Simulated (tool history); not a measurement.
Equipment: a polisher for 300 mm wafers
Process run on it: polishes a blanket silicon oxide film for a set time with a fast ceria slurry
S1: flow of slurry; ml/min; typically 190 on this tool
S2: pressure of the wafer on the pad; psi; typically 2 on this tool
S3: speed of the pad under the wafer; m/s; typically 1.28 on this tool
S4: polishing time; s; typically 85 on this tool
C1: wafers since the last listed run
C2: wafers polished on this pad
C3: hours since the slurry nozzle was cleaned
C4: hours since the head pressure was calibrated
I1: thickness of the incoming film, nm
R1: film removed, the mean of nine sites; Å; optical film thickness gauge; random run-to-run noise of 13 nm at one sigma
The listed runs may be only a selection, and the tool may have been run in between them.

run     day   S1   S2    S3   S4    C1    C2     C3      C4      I1     R1
  1       0  190    2  1.28   85     0   699  447.1   306.9  3925.9   8347
      0.854  -- slurry nozzle cleaned
  2   3.342  190    2  1.28   85   948  1647   59.7   387.1  3885.8   9055
  3   7.292  190    2  1.28   85  1135  2782  154.5   481.9  3894.7   8939
  4  10.058  190    2  1.28   85   794  3577  220.9   548.3  3998.8   8745
  5   12.85  190    2  1.28   85   802  4379  287.9   615.3  3944.2   8612
  6  15.933  190    2  1.28   85   885  5265  361.9   689.3  3954.4   8297
  7  17.821  190  1.4  1.28   85   542  5808  407.2   734.6  3956.9   5866
     19.458  -- worn pad replaced by a new one
     19.925  -- slurry nozzle cleaned
  8  21.862  190  1.4  1.28   85  1101   678   46.5   831.6  3922.6   6157
  9  25.796  190  1.4  1.28   85  1130  1809  140.9     926  3919.9   6134
 10  29.017  190  1.5  1.28  103   925  2734  218.2  1003.3  3982.3   7847
     32.521  -- head pressure recalibrated
 11  32.971  190  1.5  1.46   85  1112  3846  313.1    10.8  3988.8   7825
 12  35.012  190  1.8  1.28   85   586  4433  362.1    59.8  3978.3   8004
     36.558  -- worn pad replaced by a new one
 13  37.154  190    2  1.28   85   567   171  413.5   111.2  3914.3   8546
     38.533  -- slurry nozzle cleaned
 14    40.1  190    2  1.28   85   834  1005   37.6   181.9  3977.3   9324
 15  43.188  190    2  1.28   85   887  1892  111.7     256  4008.2   9040
 16  46.271  190  1.8  0.96   85   885  2778  185.7     330  3993.7   6032
 17  52.792  190  1.8  0.96   85  1873  4652  342.2   486.5  3990.7   5701
     54.425  -- worn pad replaced by a new one
 18  55.867  190    2   1.1   74   835   414    416   560.3  3885.2   6118
     58.254  -- slurry nozzle cleaned
 19  59.983  190    2  1.66   85  1170  1585   41.5   659.1  3942.9  11679
 20  63.567  190    2  1.44   85  1029  2614  127.5   745.1    3934  10102
 21  65.846  190    2  1.28   66   654  3269  182.2   799.8  3960.5   6733
 22  68.917  190    2  1.28  102   882  4152  255.9   873.5  4024.1  10441
 23  73.021  190    2  1.28   85  1179  5331  354.4     972  4020.2   8297
     74.658  -- worn pad replaced by a new one
     75.325  -- head pressure recalibrated
 24  76.358  190    2  1.28   85   887   464  434.5    24.8  3955.6   8665
 25  78.521  135    2  1.28   85   621  1085  486.4    76.7  3998.3   7487
      79.05  -- slurry nozzle cleaned
 26  80.879  190    2  1.28   85   665  1751   43.9   133.3  4039.9   9425
 27  82.979  220  2.6  1.28  104   603  2354   94.3   183.7  4015.8  15127
 28  85.017  250  2.6  1.28   85   585  2940  143.2   232.6  3945.8  12432
 29  87.796  190    2  1.44   85   798  3738  209.9   299.3    3998  10191
 30  89.475  190    2   1.5   85   482  4221  250.2   339.6  3901.4  10349
 31  91.762  165    2  0.94   85   657  4878  305.1   394.5  3947.3   6230
     92.958  -- worn pad replaced by a new one
 32  93.308  215  1.6  1.12   85   396   100  342.2   431.6  3998.7   6033
 33  96.879  225  2.5  1.42   85  1026  1126  427.9   517.3  3984.2  11934
     97.717  -- slurry nozzle cleaned
 34  98.442  145    2  1.52   85   437  1563   17.4   554.8  3974.4  10247

Some steps in R1 between neighbouring runs. How much of each would the tool show without its hidden state too (settings, what came in, random variation), and how much is left for the hidden state, with any gauge scatter that isn't in both results?
The hidden state here: removal rate lost through wear of the pad, %; slurry flow missing at the pad, %; deviation of the head's pressure from its setpoint, %.
Run 18 -> 19: S3 1.1 -> 1.66, S4 74 -> 85, slurry nozzle cleaned. R1 +5561 Å: hidden state +141, all else +5420.
Run 25 -> 26: S1 135 -> 190, slurry nozzle cleaned. R1 +1938 Å: hidden state +1357, all else +581.
Run 26 -> 27: S1 190 -> 220, S2 2 -> 2.6, S4 85 -> 104. R1 +5702 Å: hidden state -362, all else +6064.
Run 32 -> 33: S1 215 -> 225, S2 1.6 -> 2.5, S3 1.12 -> 1.42. R1 +5901 Å: hidden state -1052, all else +6953.
Run 33 -> 34: S1 225 -> 145, S2 2.5 -> 2, S3 1.42 -> 1.52, slurry nozzle cleaned. R1 -1687 Å: hidden state +1107, all else -2794.
